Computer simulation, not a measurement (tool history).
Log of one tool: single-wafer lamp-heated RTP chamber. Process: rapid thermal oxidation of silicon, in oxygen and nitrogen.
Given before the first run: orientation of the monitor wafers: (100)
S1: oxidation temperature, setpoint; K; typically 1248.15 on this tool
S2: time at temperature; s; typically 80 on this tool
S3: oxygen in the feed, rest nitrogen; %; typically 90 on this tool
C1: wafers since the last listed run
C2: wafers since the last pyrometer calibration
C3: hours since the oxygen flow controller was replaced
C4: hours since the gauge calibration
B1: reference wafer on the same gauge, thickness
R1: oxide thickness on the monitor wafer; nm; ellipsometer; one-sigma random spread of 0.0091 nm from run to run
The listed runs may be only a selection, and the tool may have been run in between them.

run,hour,S1,S2,S3,C1,C2,C3,C4,B1,R1
1,0,1248.15,51,90,0,6395,3579.5,379.9,6.249,5.056
# hour 25: pyrometer window cleaned and pyrometer calibrated
2,187.3,1248.15,51,90,1426,1291,3766.8,567.2,6.249,5.028
3,248.1,1248.15,80,72,483,1775,3827.6,628,6.251,5.648
4,337.2,1248.15,80,72,708,2484,3916.7,717.1,6.25,5.645
# hour 416.2: gauge calibrated
5,428.3,1248.15,80,72,724,3209,4007.8,12.1,6.251,5.656
6,498,1248.15,80,90,554,3763,4077.5,81.8,6.249,6.103
7,574.2,1248.15,80,90,606,4370,4153.7,158,6.249,6.11
8,652.7,1248.15,80,90,624,4994,4232.2,236.5,6.25,6.116
9,697.2,1248.15,80,90,354,5349,4276.7,281,6.251,6.114
# hour 752.7: oxygen flow controller replaced
10,778.5,1248.15,80,90,583,5932,25.8,362.3,6.249,6.118
# hour 820.2: pyrometer window cleaned and pyrometer calibrated
11,884.1,1248.15,80,90,776,508,131.4,467.9,6.25,6.081
12,982.4,1248.15,80,90,782,1290,229.7,566.2,6.248,6.073
13,1023.6,1273.15,80,90,327,1618,270.9,607.4,6.249,7.34
14,1129,1263.15,111,90,838,2456,376.3,712.8,6.249,7.883
15,1166.3,1233.15,52,98,296,2753,413.6,750.1,6.25,4.677
16,1214.4,1248.15,80,90,382,3136,461.7,798.2,6.25,6.076
# hour 1215.9: gauge calibrated
17,1290.9,1230.15,65,62,608,3745,538.2,75,6.248,4.363
18,1375.1,1263.15,50,79,669,4415,622.4,159.2,6.251,5.322
19,1451.7,1248.15,80,90,609,5024,699,235.8,6.252,6.09
# hour 1552.8: pyrometer window cleaned and pyrometer calibrated
20,1553.3,1248.15,116,98,744,4,800.6,337.4,6.251,7.394
21,1629.4,1225.15,80,74,605,609,876.7,413.5,6.248,4.829
22,1674.4,1233.15,52,98,358,967,921.7,458.5,6.25,4.684
23,1728.3,1248.15,80,66,428,1396,975.6,512.4,6.25,5.482

5 ways to go on from here, each from the tool as it stands after run 23. What would each give?
A,1728.8,1248.15,96,90,3,1400,976.1,512.9,?,?
B,1728.8,1248.15,80,98,3,1400,976.1,512.9,?,?
C,1728.8,1240.15,41,90,3,1400,976.1,512.9,?,?
D,1728.8,1240.15,96,98,3,1400,976.1,512.9,?,?
E,1728.8,1227.15,108,98,3,1400,976.1,512.9,?,?

run,B1,R1
A,6.25,6.576
B,6.25,6.249
C,6.25,4.341
D,6.25,6.374
E,6.25,6.079
With the hidden condition removed and each run's random variation left untouched, the same runs would have given:
run,R1
A,6.572
B,6.245
C,4.338
D,6.37
E,6.075
